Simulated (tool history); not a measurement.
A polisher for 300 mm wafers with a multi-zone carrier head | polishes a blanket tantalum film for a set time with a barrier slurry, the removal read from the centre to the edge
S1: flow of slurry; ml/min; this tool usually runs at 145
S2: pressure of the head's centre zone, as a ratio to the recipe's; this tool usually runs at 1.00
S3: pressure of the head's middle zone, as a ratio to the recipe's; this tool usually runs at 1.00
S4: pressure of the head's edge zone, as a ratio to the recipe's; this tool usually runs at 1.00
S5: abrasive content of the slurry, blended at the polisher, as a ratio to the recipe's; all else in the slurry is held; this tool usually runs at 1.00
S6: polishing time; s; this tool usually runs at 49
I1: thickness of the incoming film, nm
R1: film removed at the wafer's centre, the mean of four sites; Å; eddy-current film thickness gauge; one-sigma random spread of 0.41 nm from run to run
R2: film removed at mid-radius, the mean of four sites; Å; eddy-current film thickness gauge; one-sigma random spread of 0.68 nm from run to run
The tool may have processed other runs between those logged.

run	day	S1	S2	S3	S4	S5	S6	I1	R1	R2
1	0.000	145	1.00	1.00	1.00	1.00	49	232.3	618	619
# day 2.796: centre zone pressure recalibrated
# day 3.025: edge zone pressure recalibrated
2	8.771	145	1.00	1.00	1.00	1.20	49	227.7	635	632
3	10.375	145	1.00	1.00	1.00	1.20	49	229.4	634	621
4	13.204	145	1.00	1.00	1.00	1.20	49	232.4	621	629
# day 16.225: worn pad replaced by a new one
5	17.067	145	1.00	1.00	1.00	1.00	49	230.6	614	610
# day 19.079: edge zone pressure recalibrated
6	19.417	145	1.00	1.00	1.00	1.00	49	231.2	617	608
7	22.850	145	1.00	1.00	1.00	1.00	49	229.7	609	614
# day 24.729: carrier head's membrane replaced by a new one, of another model than before
8	25.712	145	1.00	1.00	1.00	1.00	49	229.5	612	588
9	28.638	145	1.04	1.00	1.00	1.00	49	230.6	637	595
10	30.762	145	0.94	1.00	1.00	1.00	49	231.0	561	596
# day 31.467: worn pad replaced by a new one
# day 33.538: slurry nozzle cleaned
11	34.346	145	1.00	1.04	1.00	1.00	49	230.5	613	643
12	36.779	145	0.97	1.03	1.00	0.75	49	231.1	563	611
# day 37.446: edge zone pressure recalibrated
13	39.212	145	1.00	1.00	1.00	1.00	49	230.9	612	606
# day 41.817: centre zone pressure recalibrated
14	43.429	145	1.00	1.10	1.00	1.00	49	226.9	610	683
15	45.817	145	0.91	1.09	1.00	1.00	49	228.4	534	670
# day 47.954: worn pad replaced by a new one
# day 52.817: edge zone pressure recalibrated
16	53.271	145	1.00	0.91	0.94	1.00	49	226.9	609	541
17	54.854	145	0.95	0.91	0.95	0.80	49	229.4	550	505
18	59.212	145	1.00	1.00	1.00	1.00	49	229.0	606	597
# day 62.521: worn pad replaced by a new one
19	62.554	120	1.00	1.00	1.00	1.00	49	231.7	587	589
20	65.267	145	1.12	0.92	0.92	1.00	49	228.1	698	534
21	67.142	145	1.00	1.00	1.00	0.85	49	225.4	597	588
# day 69.621: slurry nozzle cleaned
# day 69.842: edge zone pressure recalibrated
22	71.596	145	1.00	1.12	1.00	1.10	49	229.3	626	718

The tool's hidden state at each run:
slurry flow missing at the pad, %: 0 in every run
deviation of the centre zone's pressure from its setpoint, %: 0 in every run
deviation of the edge zone's pressure from its setpoint, %: 0 in every run
H1: removal rate lost through wear of the pad, %
run	H1
1	0.107
2	1.87
3	2.19
4	2.76
5	0.505
6	0.977
7	1.67
8	2.24
9	2.83
10	3.25
11	0.854
12	1.34
13	1.83
14	2.68
15	3.16
16	1.33
17	1.65
18	2.52
19	0.299
20	0.844
21	1.22
22	2.11
